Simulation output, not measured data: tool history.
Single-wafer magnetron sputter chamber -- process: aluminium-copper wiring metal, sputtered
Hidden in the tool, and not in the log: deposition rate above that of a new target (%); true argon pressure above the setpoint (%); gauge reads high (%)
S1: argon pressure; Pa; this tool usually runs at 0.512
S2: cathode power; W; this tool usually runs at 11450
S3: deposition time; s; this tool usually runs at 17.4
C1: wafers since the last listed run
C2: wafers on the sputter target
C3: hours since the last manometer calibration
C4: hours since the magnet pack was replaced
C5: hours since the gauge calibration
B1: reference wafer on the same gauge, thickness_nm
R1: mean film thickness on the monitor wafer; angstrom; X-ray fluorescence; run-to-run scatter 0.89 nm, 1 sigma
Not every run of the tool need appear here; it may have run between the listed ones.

run,day,S1,S2,S3,C1,C2,C3,C4,C5,B1,R1
1,0.000,0.587,11450,16.6,0,6203,1598.0,11374.4,26.5,398.119,2999.43
# day 0.517: sputter target and shields replaced
2,1.433,0.587,11450,16.6,725,605,1632.4,11408.8,60.9,397.471,3080.11
3,2.646,0.512,11450,17.4,799,1404,1661.5,11437.9,90.0,398.247,3320.63
4,2.971,0.512,11450,17.4,214,1618,1669.3,11445.7,97.8,397.869,3305.94
5,3.425,0.512,11450,17.4,299,1918,1680.2,11456.6,108.7,398.284,3291.35
6,4.371,0.512,11450,17.4,623,2541,1702.9,11479.3,131.4,397.724,3280.48
7,4.833,0.512,11450,17.4,304,2846,1714.0,11490.4,142.5,397.876,3276.03
8,5.112,0.512,11450,17.4,184,3030,1720.7,11497.1,149.2,398.268,3276.84
9,5.679,0.512,11450,17.4,373,3404,1734.3,11510.7,162.8,398.102,3278.90
10,6.117,0.512,11450,17.4,288,3692,1744.8,11521.2,173.3,398.148,3270.45
11,6.554,0.512,11450,17.4,288,3981,1755.3,11531.7,183.8,397.745,3285.10
12,6.938,0.512,11450,17.4,252,4234,1764.5,11540.9,193.0,397.926,3270.09
13,7.375,0.512,11450,17.4,288,4522,1775.0,11551.4,203.5,398.089,3271.04
14,8.100,0.512,11450,16.4,477,5000,1792.4,11568.8,220.9,397.447,3070.90
15,8.796,0.512,11450,18.8,458,5459,1809.1,11585.5,237.6,398.060,3533.18
# day 9.117: gauge calibrated
16,9.204,0.512,11450,17.4,269,5728,1818.9,11595.3,2.1,398.051,3281.14
17,9.579,0.512,13250,19.0,247,5975,1827.9,11604.3,11.1,398.114,4125.51
# day 10.367: sputter target and shields replaced
# day 10.575: capacitance manometer re-zeroed and calibrated
18,11.638,0.512,9350,14.0,999,699,25.5,11653.7,60.5,398.198,2192.67
# day 12.150: magnet pack replaced
19,12.171,0.331,12400,20.6,131,831,38.3,0.5,73.3,397.894,4660.93

Run 20 is up next; what results do you expect?
20,12.571,0.378,11450,19.1,263,1094,47.9,10.1,82.9,?,?

Logged for run 20: B1 398.117, R1 3878.22 angstrom.
If the tool had no hidden condition, the same run with the same run-to-run variation would have returned R1 3943.75 angstrom.
